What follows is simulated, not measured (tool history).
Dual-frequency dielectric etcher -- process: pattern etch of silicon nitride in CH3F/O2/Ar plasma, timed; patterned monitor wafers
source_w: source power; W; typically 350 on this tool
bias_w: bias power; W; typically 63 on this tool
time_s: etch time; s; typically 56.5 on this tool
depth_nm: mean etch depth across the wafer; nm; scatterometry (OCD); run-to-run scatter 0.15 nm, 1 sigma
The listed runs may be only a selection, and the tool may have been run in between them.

run	hour	source_w	bias_w	time_s	read-back reference wafer on the same gauge, depth_nm	depth_nm
1	0	350	63	56.5	42.63	36.32
2	55.1	350	52	56.5	42.61	33.76
3	157.8	350	52	56.5	42.65	34
4	210.5	350	63	56.5	42.62	36.31
# hour 247.9: wet clean of the chamber
5	255.5	350	63	56.5	42.58	36.74
6	319.5	350	63	56.5	42.52	36.45
7	391	350	63	56.5	42.58	36.22
8	491	350	67	56.5	42.56	37.21
# hour 589.8: source power generator calibrated
9	612.9	400	63	56.5	42.65	37.62
10	687.7	400	63	56.5	42.55	37.61
11	734.4	400	63	56.5	42.59	37.72
12	779.4	280	63	56.5	42.57	33.05
# hour 812.5: wet clean of the chamber
13	846.7	350	57	64	42.58	39
# hour 888.6: bias power generator calibrated
14	907.2	350	63	56.5	42.61	35.97
15	1002.8	350	63	56.5	42.58	35.99

For run 16, what comes out?
16	1058.8	350	63	56.5	?	?

read-back reference wafer on the same gauge, depth_nm: 42.58
depth_nm: 36.24 nm
With the hidden condition absent and the run-to-run variation left alone, this run would have shown depth_nm 36.03 nm.
